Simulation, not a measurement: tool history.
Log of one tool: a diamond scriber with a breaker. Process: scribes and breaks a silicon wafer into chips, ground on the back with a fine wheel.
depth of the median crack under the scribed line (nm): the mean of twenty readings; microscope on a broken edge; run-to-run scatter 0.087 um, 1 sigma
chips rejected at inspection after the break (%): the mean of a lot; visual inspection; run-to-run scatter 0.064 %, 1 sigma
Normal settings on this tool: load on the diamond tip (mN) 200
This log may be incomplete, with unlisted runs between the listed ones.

run	hour	load on the diamond tip (mN)	incoming depth of the damage left on the back of the incoming wafer, um	depth of the median crack under the scribed line (nm)	chips rejected at inspection after the break (%)
1	0	230	2.13	14010	2.08
2	11.5	230	2.07	13760	2.15
3	24.6	230	1.5	13760	1.99
4	40.5	170	1.65	10930	9.86
5	55.2	170	1.91	11150	11.28
6	63.1	170	2.75	10940	12.34
7	75.7	200	1.52	12390	5.01
8	91.2	200	1.93	12310	5.25
9	98.6	242	2.7	13900	2.42
10	107.4	172	1.75	10850	12.09
11	124.9	172	2.1	10760	12.14
12	159.7	200	1.84	11920	6.12
13	173	200	1.95	11870	7.04
14	182.8	200	2.95	11780	7.63
15	199.8	172	2.6	10560	15.08
16	206.5	236	2	13210	2.87
# hour 209: load on the tip recalibrated
17	222.1	200	2.96	13700	2.79
18	239.6	158	2.6	11440	9.4
19	250.4	247	1.63	15830	3.65
20	263.2	251	2.82	15790	4.29
21	278.8	176	2.56	12350	5.58
# hour 286.2: diamond tip replaced by a new one
22	286.7	257	2.23	16890	6.33
23	292.7	200	1.9	13920	1.93
24	301.9	200	2.68	13980	2.45
25	319.6	148	2.59	11310	9.62
26	337.2	232	2.59	15640	3.73
27	351.5	200	1.87	14010	1.92
28	364.3	259	2.03	16720	6.3
29	376.7	146	1.54	11200	10.08

The logged runs with the hidden state left out (each run's random variation unchanged):
What the log doesn't record here: share of the diamond tip's cutting effectiveness lost through wear, %; deviation of the load on the tip from its setpoint, %.
run	depth of the median crack under the scribed line (nm)	chips rejected at inspection after the break (%)
1	15800	3.37
2	15570	3.49
3	15610	3.37
4	12470	3.68
5	12760	4.16
6	12560	4.79
7	14280	1.95
8	14250	2.01
9	16130	4.89
10	12630	3.9
11	12610	3.86
12	14160	1.9
13	14180	2.12
14	14120	2.53
15	12750	4.27
16	16010	4.06
17	14210	2.51
18	11920	7.07
19	16540	5.32
20	16560	6.16
21	13020	3.69
22	16970	6.55
23	13990	1.92
24	14050	2.43
25	11370	9.3
26	15730	3.91
27	14110	1.91
28	16860	6.68
29	11300	9.52
